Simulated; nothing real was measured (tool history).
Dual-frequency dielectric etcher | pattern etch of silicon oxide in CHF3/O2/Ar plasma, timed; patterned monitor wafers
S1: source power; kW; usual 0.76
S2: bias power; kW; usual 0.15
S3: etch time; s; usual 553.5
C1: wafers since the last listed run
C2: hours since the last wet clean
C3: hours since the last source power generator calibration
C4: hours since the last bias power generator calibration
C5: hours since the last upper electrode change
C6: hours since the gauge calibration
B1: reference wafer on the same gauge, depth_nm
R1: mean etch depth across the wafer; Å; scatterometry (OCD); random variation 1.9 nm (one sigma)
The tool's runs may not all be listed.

| run | hour | S1 | S2 | S3 | C1 | C2 | C3 | C4 | C5 | C6 | B1 | R1 |
|---|---|---|---|---|---|---|---|---|---|---|---|---|
| 1 | 0 | 0.76 | 0.15 | 553.5 | 0 | 436.5 | 2614.9 | 1801.7 | 1681.7 | 532.9 | 1059.9 | 12589 |
| 2 | 33.8 | 0.76 | 0.15 | 553.5 | 89 | 470.3 | 2648.7 | 1835.5 | 1715.5 | 566.7 | 1059.9 | 12626 |
| 3 | 57.9 | 0.76 | 0.177 | 553.5 | 63 | 494.4 | 2672.8 | 1859.6 | 1739.6 | 590.8 | 1060 | 13293 |
| 4 | 109 | 0.76 | 0.177 | 553.5 | 134 | 545.5 | 2723.9 | 1910.7 | 1790.7 | 641.9 | 1059.5 | 13292 |
| 5 | 155.2 | 0.76 | 0.15 | 553.5 | 121 | 591.7 | 2770.1 | 1956.9 | 1836.9 | 688.1 | 1059.6 | 12562 |
| 6 | 201.5 | 0.76 | 0.15 | 553.5 | 122 | 638 | 2816.4 | 2003.2 | 1883.2 | 734.4 | 1060 | 12564 |
| 7 | 226.8 | 0.76 | 0.15 | 553.5 | 66 | 663.3 | 2841.7 | 2028.5 | 1908.5 | 759.7 | 1060.2 | 12564 |
|  | 245.8 | gauge calibrated |
|  | 263.9 | wet clean of the chamber |
|  | 271 | source power generator calibrated |
|  | 288.5 | upper electrode replaced |
| 8 | 289 | 0.58 | 0.175 | 553.5 | 44 | 25.1 | 18 | 2090.7 | 0.5 | 43.2 | 1060 | 12251 |
| 9 | 300.1 | 0.66 | 0.123 | 666 | 29 | 36.2 | 29.1 | 2101.8 | 11.6 | 54.3 | 1060.4 | 13661 |

The next listed run, before its measurement:
|  | 331.2 | bias power generator calibrated |
| 10 | 359.9 | 0.76 | 0.15 | 685.5 | 147 | 96 | 88.9 | 28.7 | 71.4 | 114.1 | ? | ? |

B1: 1060
R1: 15637 Å
Without the tool's hidden state the same run would have given R1 15678 Å.
